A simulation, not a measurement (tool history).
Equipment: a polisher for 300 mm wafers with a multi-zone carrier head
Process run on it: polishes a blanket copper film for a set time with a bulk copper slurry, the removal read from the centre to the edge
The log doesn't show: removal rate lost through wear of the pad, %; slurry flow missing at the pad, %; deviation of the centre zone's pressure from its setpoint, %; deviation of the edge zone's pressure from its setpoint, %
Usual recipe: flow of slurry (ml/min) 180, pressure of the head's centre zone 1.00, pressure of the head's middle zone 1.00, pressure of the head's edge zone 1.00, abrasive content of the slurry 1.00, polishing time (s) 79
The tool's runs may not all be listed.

run	day	flow of slurry (ml/min)	pressure of the head's centre zone	pressure of the head's middle zone	pressure of the head's edge zone	abrasive content of the slurry	polishing time (s)	wafers since the last listed run	wafers polished on this pad	hours since the slurry nozzle was cleaned	hours since the centre zone pressure was calibrated	hours since the edge zone pressure was calibrated	hours since the carrier head's membrane was replaced	incoming thickness of the incoming film, nm	film removed at the wafer's centre (angstrom)	film removed at mid-radius (angstrom)	film removed at the wafer's edge (angstrom)
1	0.000	180	1.00	1.00	1.00	1.00	79	0	957	396.8	247.7	598.1	818.9	2789.5	8583	8796	8705
2	0.475	180	1.00	1.00	1.00	1.00	63	126	1084	408.2	259.1	609.5	830.3	2742.5	6789	6949	7022
3	1.183	180	1.00	1.00	1.00	1.00	63	188	1273	425.2	276.1	626.5	847.3	2757.6	6726	6956	6892
4	1.521	180	1.00	1.00	1.00	1.00	63	89	1363	433.3	284.2	634.6	855.4	2828.8	6758	6979	6789
# day 1.850: worn pad replaced by a new one, of another model than before
5	1.946	180	1.00	1.00	1.00	0.85	79	68	25	443.5	294.4	644.8	865.6	2787.8	8300	8367	8454
# day 1.996: slurry nozzle cleaned
6	2.329	180	1.00	1.00	1.00	0.85	79	91	116	8.0	303.6	654.0	874.8	2796.8	8926	9064	8916
# day 2.921: carrier head's membrane replaced by a new one
# day 3.658: centre zone pressure recalibrated
7	3.679	180	1.00	1.00	1.00	0.85	79	282	398	40.4	0.5	686.4	18.2	2763.7	8707	8850	8777
8	3.929	180	1.00	1.00	1.00	1.00	79	66	464	46.4	6.5	692.4	24.2	2823.3	9228	9517	9161
# day 4.175: edge zone pressure recalibrated
9	4.400	180	1.00	1.00	1.00	0.70	71	103	568	57.7	17.8	5.4	35.5	2802.3	7421	7312	7417
10	5.054	180	1.00	1.00	1.00	1.00	79	174	742	73.4	33.5	21.1	51.2	2780.8	9362	9255	9108
11	5.508	155	1.00	1.00	1.00	0.85	79	121	863	84.3	44.4	32.0	62.1	2786.1	8636	8733	8513
12	6.033	180	1.00	1.00	1.00	0.80	67	139	1003	96.9	57.0	44.6	74.7	2809.4	7470	7445	7190
13	6.288	225	1.05	1.10	0.90	1.00	79	67	1071	103.0	63.1	50.7	80.8	2811.6	10049	10438	8787
14	6.983	130	1.00	1.00	1.00	1.00	69	185	1256	119.7	79.8	67.4	97.5	2794.3	7647	7891	7619
# day 7.158: worn pad replaced by a new one
15	7.383	215	1.11	1.09	1.00	1.10	79	62	59	129.3	89.4	77.0	107.1	2815.2	10439	10415	9547
16	7.679	180	1.00	1.00	1.05	1.00	79	78	138	136.4	96.5	84.1	114.2	2751.8	9155	9392	9330
17	8.167	180	1.00	1.10	1.00	1.00	54	129	268	148.1	108.2	95.8	125.9	2756.9	6496	6869	6212
18	8.775	180	1.00	1.00	0.93	1.00	79	162	430	162.7	122.8	110.4	140.5	2758.0	9356	9224	8830
19	9.396	180	1.00	1.00	1.00	1.00	79	165	596	177.6	137.7	125.3	155.4	2813.1	9234	9174	8955
20	9.950	180	1.00	1.00	1.00	1.00	79	147	743	190.9	151.0	138.6	168.7	2743.2	8880	9278	8912
21	10.571	180	1.00	1.00	1.00	1.00	51	165	909	205.8	165.9	153.5	183.6	2737.5	6008	5934	5849

Exercise: give the hidden state of the tool at every run:
removal rate lost through wear of the pad, %: 0 in every run
deviation of the centre zone's pressure from its setpoint, %: 0 in every run
deviation of the edge zone's pressure from its setpoint, %: 0 in every run
H1: slurry flow missing at the pad, %
run	H1
1	40.6
2	41.6
3	43.1
4	43.8
5	44.7
6	8.41
7	11.3
8	11.8
9	12.8
10	14.2
11	15.2
12	16.3
13	16.9
14	18.4
15	19.2
16	19.9
17	20.9
18	22.2
19	23.5
20	24.7
21	26.1
